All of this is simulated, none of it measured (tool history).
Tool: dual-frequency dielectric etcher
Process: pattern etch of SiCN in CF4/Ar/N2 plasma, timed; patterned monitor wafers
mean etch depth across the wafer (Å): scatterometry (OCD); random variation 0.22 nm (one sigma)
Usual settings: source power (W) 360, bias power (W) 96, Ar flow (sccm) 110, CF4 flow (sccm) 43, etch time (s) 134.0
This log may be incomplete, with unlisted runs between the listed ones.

| run | hour | source power (W) | bias power (W) | Ar flow (sccm) | CF4 flow (sccm) | etch time (s) | read-back reference wafer on the same gauge, depth_nm | mean etch depth across the wafer (Å) |
|---|---|---|---|---|---|---|---|---|
| 1 | 0.0 | 360 | 96 | 110 | 43 | 134.0 | 108.3 | 1085 |
| 2 | 101.7 | 360 | 96 | 102 | 43 | 134.0 | 108.5 | 1093 |
| 3 | 199.3 | 360 | 96 | 92 | 43 | 134.0 | 108.7 | 1108 |
| 4 | 262.7 | 360 | 89 | 110 | 43 | 134.0 | 108.9 | 1047 |
| 5 | 359.7 | 360 | 89 | 110 | 43 | 134.0 | 109.1 | 1056 |
| 6 | 452.0 | 360 | 96 | 110 | 43 | 134.0 | 109.3 | 1094 |
| 7 | 558.4 | 360 | 96 | 110 | 43 | 134.0 | 107.0 | 1075 |
| 8 | 601.9 | 360 | 96 | 110 | 43 | 119.5 | 106.9 | 953 |
| 9 | 676.9 | 360 | 96 | 110 | 43 | 134.0 | 107.0 | 1070 |
| 10 | 770.8 | 280 | 83 | 88 | 43 | 134.0 | 106.9 | 833 |
| 11 | 840.8 | 360 | 96 | 110 | 34 | 161.0 | 107.1 | 1245 |
| 12 | 938.5 | 360 | 96 | 110 | 43 | 134.0 | 107.1 | 1071 |
| 13 | 1062.7 | 360 | 105 | 126 | 43 | 134.0 | 107.1 | 1097 |
| 14 | 1155.6 | 360 | 96 | 110 | 34 | 161.0 | 107.2 | 1249 |
| 15 | 1224.3 | 270 | 111 | 110 | 43 | 169.5 | 107.4 | 1138 |
| 16 | 1312.8 | 360 | 103 | 110 | 34 | 94.0 | 107.3 | 752 |
| 17 | 1414.6 | 430 | 96 | 123 | 43 | 134.0 | 107.6 | 1230 |
| 18 | 1457.3 | 360 | 96 | 110 | 48 | 134.0 | 107.5 | 1095 |
| 19 | 1512.2 | 360 | 96 | 92 | 43 | 134.0 | 107.6 | 1097 |
| 20 | 1572.9 | 360 | 75 | 110 | 43 | 134.0 | 107.7 | 968 |

Missing from the log above: 10 entries noted between runs. For each, name the pair of listed runs it sits between and say how the tool's hidden condition differs from the listed run just before to the listed run just after:
Logged between run 3 and run 4: wet clean of the chamber (hour 228.2)
  gauge reads high (%): 1.6 -> 1.73
  measured minus no-state result, mean etch depth across the wafer (Å): +17 -> +18
Logged between run 6 and run 7: CF4 flow controller replaced (hour 488.5); gauge calibrated (hour 512.7)
  gauge reads high (%): 2.15 -> -0.0389
  measured minus no-state result, mean etch depth across the wafer (Å): +23 -> +0
Logged between run 7 and run 8: source power generator calibrated (hour 595.0)
  gauge reads high (%): -0.0389 -> -0.0354
  measured minus no-state result, mean etch depth across the wafer (Å): +0 -> +0
Logged between run 8 and run 9: wet clean of the chamber (hour 642.7)
  gauge reads high (%): -0.0354 -> -0.0242
  measured minus no-state result, mean etch depth across the wafer (Å): +0 -> +0
Logged between run 9 and run 10: upper electrode replaced (hour 770.3)
  gauge reads high (%): -0.0242 -> -0.000902
  measured minus no-state result, mean etch depth across the wafer (Å): +0 -> +0
Logged between run 11 and run 12: bias power generator calibrated (hour 924.1)
  gauge reads high (%): 0.0232 -> 0.0666
  measured minus no-state result, mean etch depth across the wafer (Å): +0 -> +1
Logged between run 13 and run 14: wet clean of the chamber (hour 1095.4); Ar flow controller replaced (hour 1141.2)
  gauge reads high (%): 0.138 -> 0.203
  measured minus no-state result, mean etch depth across the wafer (Å): +1 -> +3
Logged between run 18 and run 19: wet clean of the chamber (hour 1511.7)
  gauge reads high (%): 0.485 -> 0.548
  measured minus no-state result, mean etch depth across the wafer (Å): +5 -> +6

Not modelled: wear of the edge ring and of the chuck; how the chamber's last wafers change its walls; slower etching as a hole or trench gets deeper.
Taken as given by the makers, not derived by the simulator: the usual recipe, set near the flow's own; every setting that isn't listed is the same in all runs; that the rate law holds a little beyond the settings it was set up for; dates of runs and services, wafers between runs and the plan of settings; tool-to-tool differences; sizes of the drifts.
